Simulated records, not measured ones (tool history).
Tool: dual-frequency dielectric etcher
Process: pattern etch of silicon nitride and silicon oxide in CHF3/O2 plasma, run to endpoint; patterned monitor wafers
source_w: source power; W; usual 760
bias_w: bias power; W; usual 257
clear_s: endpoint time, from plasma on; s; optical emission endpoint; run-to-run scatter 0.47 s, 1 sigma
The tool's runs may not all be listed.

run	hour	source_w	bias_w	wafers since the last listed run	hours since the last wet clean	hours since the last source power generator calibration	hours since the last bias power generator calibration	hours since the last upper electrode change	incoming incoming film thickness, nm	clear_s
1	0.0	760	212	0	123.3	1464.2	2848.0	2400.9	192.8	107.3
2	218.3	620	257	1854	341.6	1682.5	3066.3	2619.2	191.3	108.6
3	302.5	620	257	715	425.8	1766.7	3150.5	2703.4	191.7	107.8
# hour 336.1: wet clean of the chamber
# hour 338.5: source power generator calibrated
4	369.2	840	257	341	33.1	30.7	3217.2	2770.1	194.7	100.0
5	441.4	840	257	613	105.3	102.9	3289.4	2842.3	192.2	98.3
6	638.5	840	257	1674	302.4	300.0	3486.5	3039.4	192.2	95.3
7	684.5	760	276	390	348.4	346.0	3532.5	3085.4	190.1	97.6
# hour 739.9: wet clean of the chamber
8	760.1	690	210	438	20.2	421.6	3608.1	3161.0	192.8	114.4
9	830.3	690	210	596	90.4	491.8	3678.3	3231.2	189.6	112.1
10	871.5	640	257	349	131.6	533.0	3719.5	3272.4	193.7	111.9
11	961.7	810	283	766	221.8	623.2	3809.7	3362.6	194.5	97.2
12	1052.7	810	283	772	312.8	714.2	3900.7	3453.6	195.5	95.6
13	1129.4	760	257	651	389.5	790.9	3977.4	3530.3	191.4	98.8
# hour 1173.1: bias power generator calibrated
14	1173.5	760	257	340	433.6	835.0	0.4	3574.4	191.7	99.3
# hour 1223.7: wet clean of the chamber
15	1262.2	680	303	549	38.5	923.7	89.1	3663.1	190.7	101.6
16	1302.4	890	278	341	78.7	963.9	129.3	3703.3	193.5	92.9
17	1340.6	900	308	324	116.9	1002.1	167.5	3741.5	192.0	88.6
18	1438.5	690	210	831	214.8	1100.0	265.4	3839.4	193.7	111.3
# hour 1668.4: upper electrode replaced
# hour 1679.1: wet clean of the chamber
19	1697.8	700	196	1907	18.7	1359.3	524.7	29.4	192.4	113.3
20	1736.2	670	295	326	57.1	1397.7	563.1	67.8	193.1	103.0
# hour 1752.5: source power generator calibrated
21	1825.6	850	257	725	146.5	73.1	652.5	157.2	193.2	97.5
22	1871.0	760	257	385	191.9	118.5	697.9	202.6	191.5	100.7
23	1919.5	870	290	411	240.4	167.0	746.4	251.1	195.1	94.3
24	2022.0	820	221	870	342.9	269.5	848.9	353.6	192.3	101.5
25	2064.9	760	238	364	385.8	312.4	891.8	396.5	192.6	102.4
# hour 2100.1: wet clean of the chamber
26	2146.2	680	257	486	46.1	393.7	973.1	477.8	191.3	108.3
27	2237.6	600	278	776	137.5	485.1	1064.5	569.2	193.2	112.8
28	2299.0	760	257	521	198.9	546.5	1125.9	630.6	190.8	100.6

Each row is a separate what-if for the run after 28, all from the same tool condition, not one after another. Results?
A	2299.5	760	226	4	199.4	547.0	1126.4	631.1	191.8	?
B	2299.5	930	275	4	199.4	547.0	1126.4	631.1	191.8	?
C	2299.5	870	307	4	199.4	547.0	1126.4	631.1	191.8	?

run	clear_s
A	104.9
B	90.9
C	90.8
Stripped of hidden state, with their random variation kept, the same runs would have yielded:
run	clear_s
A	107.1
B	92.8
C	92.7
